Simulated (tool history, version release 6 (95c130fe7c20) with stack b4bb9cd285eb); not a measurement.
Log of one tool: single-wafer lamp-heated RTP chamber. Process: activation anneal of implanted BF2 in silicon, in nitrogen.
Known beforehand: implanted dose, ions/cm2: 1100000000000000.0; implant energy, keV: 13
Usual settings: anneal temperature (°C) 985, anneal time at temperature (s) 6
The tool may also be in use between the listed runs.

run	hour	anneal temperature (°C)	anneal time at temperature (s)	wafers since the last listed run	wafers since the last pyrometer calibration	wafers since the reflector plate was cleaned	hours since the gauge calibration	read-back reference wafer on the same gauge, sheet resistance	sheet resistance of the implanted and annealed layer (ohm/square)
1	0.0	985	6	0	4193	286	146.0	358.87	299.08
2	31.1	985	6	910	5104	1197	177.1	358.94	292.70
# hour 61.1: pyrometer window cleaned and pyrometer calibrated
3	103.1	985	6	1874	1230	3071	249.1	359.05	307.44
4	136.8	985	6	986	2217	4058	282.8	358.95	301.41
5	155.6	985	6	550	2768	4608	301.6	359.17	298.20
6	178.0	985	6	655	3423	5264	324.0	358.79	297.98
7	210.3	974	6	945	4369	6210	356.3	359.17	318.78

What does the tool deliver on the next run?
# hour 229.9: reflector plate cleaned
8	244.8	1007	6	775	5145	437	390.8	?	?

Run 8 gave read-back reference wafer on the same gauge, sheet resistance 358.97, sheet resistance of the implanted and annealed layer (ohm/square) 262.48.
Were there no unlogged condition in the tool, this run, its random variation unchanged, would have produced sheet resistance of the implanted and annealed layer (ohm/square) 280.59.

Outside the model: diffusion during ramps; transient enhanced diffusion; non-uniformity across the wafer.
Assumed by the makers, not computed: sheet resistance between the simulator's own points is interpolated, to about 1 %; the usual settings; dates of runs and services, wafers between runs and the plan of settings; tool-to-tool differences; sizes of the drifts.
